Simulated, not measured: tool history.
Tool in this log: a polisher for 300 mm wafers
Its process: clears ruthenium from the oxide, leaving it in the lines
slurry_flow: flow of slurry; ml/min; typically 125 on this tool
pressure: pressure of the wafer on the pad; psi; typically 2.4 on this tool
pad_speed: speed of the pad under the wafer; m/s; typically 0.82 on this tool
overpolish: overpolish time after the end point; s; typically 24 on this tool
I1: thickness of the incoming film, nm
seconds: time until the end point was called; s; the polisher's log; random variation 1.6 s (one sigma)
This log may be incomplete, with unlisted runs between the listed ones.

run 1 day=0 | slurry_flow=95 pressure=2.4 pad_speed=0.82 overpolish=24 | I1=135.6 | seconds=164
run 2 day=1.871 | slurry_flow=95 pressure=2.4 pad_speed=0.82 overpolish=24 | I1=134.5 | seconds=166.7
run 3 day=2.562 | slurry_flow=95 pressure=2.4 pad_speed=0.82 overpolish=24 | I1=133.3 | seconds=165
run 4 day=4.042 | slurry_flow=125 pressure=2.4 pad_speed=0.82 overpolish=24 | I1=134.7 | seconds=154.7
run 5 day=5.208 | slurry_flow=125 pressure=2.4 pad_speed=0.82 overpolish=24 | I1=134.2 | seconds=156.7
run 6 day=6.367 | slurry_flow=125 pressure=2.4 pad_speed=0.82 overpolish=24 | I1=134.3 | seconds=157.7
run 7 day=7.271 | slurry_flow=125 pressure=2.4 pad_speed=0.82 overpolish=24 | I1=133.5 | seconds=155.5
run 8 day=8.067 | slurry_flow=125 pressure=2.4 pad_speed=0.82 overpolish=24 | I1=135 | seconds=159.9
run 9 day=9.375 | slurry_flow=125 pressure=2.4 pad_speed=0.82 overpolish=24 | I1=133.3 | seconds=156.5
run 10 day=10.471 | slurry_flow=125 pressure=2.4 pad_speed=0.82 overpolish=24 | I1=134.4 | seconds=161.7
run 11 day=11.979 | slurry_flow=125 pressure=2.4 pad_speed=0.82 overpolish=24 | I1=135.9 | seconds=161.5
run 12 day=12.7 | slurry_flow=125 pressure=2.4 pad_speed=0.82 overpolish=32 | I1=132.7 | seconds=156.6
run 13 day=14.029 | slurry_flow=125 pressure=2.4 pad_speed=0.82 overpolish=24 | I1=132.8 | seconds=160.6
run 14 day=14.721 | slurry_flow=125 pressure=2.1 pad_speed=0.6 overpolish=24 | I1=134.6 | seconds=253.3
run 15 day=15.975 | slurry_flow=125 pressure=2.4 pad_speed=0.82 overpolish=19 | I1=135.1 | seconds=141.7
run 16 day=16.521 | slurry_flow=125 pressure=2.4 pad_speed=0.82 overpolish=24 | I1=133.2 | seconds=139.7
run 17 day=17.854 | slurry_flow=160 pressure=1.7 pad_speed=1.06 overpolish=35 | I1=137.5 | seconds=145.5
run 18 day=19.017 | slurry_flow=125 pressure=2.4 pad_speed=0.82 overpolish=24 | I1=136.1 | seconds=141
run 19 day=19.921 | slurry_flow=125 pressure=2.4 pad_speed=0.82 overpolish=24 | I1=137.2 | seconds=141.8
run 20 day=20.788 | slurry_flow=125 pressure=2.4 pad_speed=1.04 overpolish=13 | I1=136.4 | seconds=111.1
run 21 day=23.779 | slurry_flow=125 pressure=2.4 pad_speed=0.82 overpolish=24 | I1=137.4 | seconds=145.5
run 22 day=25.154 | slurry_flow=145 pressure=2.4 pad_speed=0.82 overpolish=14 | I1=135.1 | seconds=140.2
run 23 day=27.638 | slurry_flow=90 pressure=2.4 pad_speed=0.58 overpolish=24 | I1=133.8 | seconds=217.5
run 24 day=28.95 | slurry_flow=95 pressure=2.1 pad_speed=1.02 overpolish=29 | I1=132.9 | seconds=139.7
run 25 day=30.329 | slurry_flow=160 pressure=1.7 pad_speed=1.06 overpolish=35 | I1=134.9 | seconds=149.2
run 26 day=31.817 | slurry_flow=125 pressure=1.9 pad_speed=0.82 overpolish=24 | I1=134.7 | seconds=184.2

Between the runs listed above, the log contained 6 entries, not reproduced here. Where in the sequence does each belong, and how does what the log doesn't record of the tool's condition differ from the listed run before to the listed run after?
Runs 1 to 2: worn pad replaced by a new one (day 1.142)
  deviation of the head's pressure from its setpoint, %: -8.77 -> -9.16
  measured less the result without the state, seconds: +14.4 -> +15.3 s
Runs 10 to 11: worn pad replaced by a new one (day 11.958)
  deviation of the head's pressure from its setpoint, %: -11 -> -11.3
  measured less the result without the state, seconds: +17.7 -> +18.2 s
Runs 14 to 15: head pressure recalibrated (day 15.542); slurry nozzle cleaned (day 15.588)
  deviation of the head's pressure from its setpoint, %: -11.8 -> 1.19
  measured less the result without the state, seconds: +30 -> -1.6 s
Runs 20 to 21: worn pad replaced by a new one (day 21.438)
  deviation of the head's pressure from its setpoint, %: 0.184 -> -0.44
  measured less the result without the state, seconds: -0.2 -> +0.6 s
Runs 25 to 26: worn pad replaced by a new one (day 31.288)
  deviation of the head's pressure from its setpoint, %: -1.8 -> -2.11
  measured less the result without the state, seconds: +2.7 -> +3.9 s
